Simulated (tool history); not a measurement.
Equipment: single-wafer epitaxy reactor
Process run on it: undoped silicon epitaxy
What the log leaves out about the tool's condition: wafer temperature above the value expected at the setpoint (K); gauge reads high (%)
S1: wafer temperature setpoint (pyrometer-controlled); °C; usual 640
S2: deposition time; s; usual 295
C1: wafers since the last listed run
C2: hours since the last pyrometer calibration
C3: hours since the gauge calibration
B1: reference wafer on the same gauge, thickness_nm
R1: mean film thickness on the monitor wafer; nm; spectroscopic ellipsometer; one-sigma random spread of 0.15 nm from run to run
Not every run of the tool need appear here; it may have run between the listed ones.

run   hour   S1   S2   C1      C2     C3      B1      R1
  1    0.0  640  295    0  1848.6  344.9  46.314  44.786
  2   15.7  640  295  120  1864.3  360.6  46.331  45.028
  3   23.0  640  295   55  1871.6  367.9  46.308  45.026
  4   32.9  640  295   75  1881.5  377.8  46.291  44.985
  5   45.0  640  339   92  1893.6  389.9  46.303  51.887
  6   93.1  640  339  368  1941.7  438.0  46.288  52.256
  7  103.3  640  295   78  1951.9  448.2  46.298  45.047
  8  109.9  640  295   50  1958.5  454.8  46.285  45.036
  9  122.1  633  340   93  1970.7  467.0  46.218  45.574
 10  140.0  644  295  137  1988.6  484.9  46.323  48.938
 11  155.4  640  295  118  2004.0  500.3  46.285  45.194
 12  165.9  640  295   80  2014.5  510.8  46.372  45.331
 13  174.2  647  327   63  2022.8  519.1  46.257  57.457
 14  190.5  640  295  124  2039.1  535.4  46.232  45.240
 15  208.5  630  338  137  2057.1  553.4  46.276  42.316
 16  225.6  630  338  131  2074.2  570.5  46.307  42.561
 17  243.1  630  338  134  2091.7  588.0  46.316  42.768
 18  250.6  640  295   57  2099.2  595.5  46.375  44.922
 19  261.2  631  315   81  2109.8  606.1  46.308  40.425
 20  275.6  631  315  110  2124.2  620.5  46.272  40.484
     279.8  -- gauge calibrated
 21  293.2  640  314  134  2141.8   13.4  46.290  48.012
 22  304.4  640  314   85  2153.0   24.6  46.247  48.078
 23  316.0  640  295   88  2164.6   36.2  46.308  45.327
 24  327.6  640  245   88  2176.2   47.8  46.336  37.526
 25  335.2  652  343   58  2183.8   55.4  46.306  66.014
 26  345.7  629  346   80  2194.3   65.9  46.339  42.895
 27  362.1  647  327  125  2210.7   82.3  46.290  57.102
     378.2  -- pyrometer calibrated
 28  378.7  628  348   65     0.5   98.9  46.331  39.314
 29  387.1  640  350   64     8.9  107.3  46.306  49.965
 30  394.3  632  311   55    16.1  114.5  46.360  37.979

Run 31 comes next. What will it give?
 31  400.6  640  295  48  22.4  120.8   ?   ?

{"run 31": {"B1": 46.264, "R1": 42.19}}
With no hidden state in the tool, this same run would have given R1 42.284 nm.
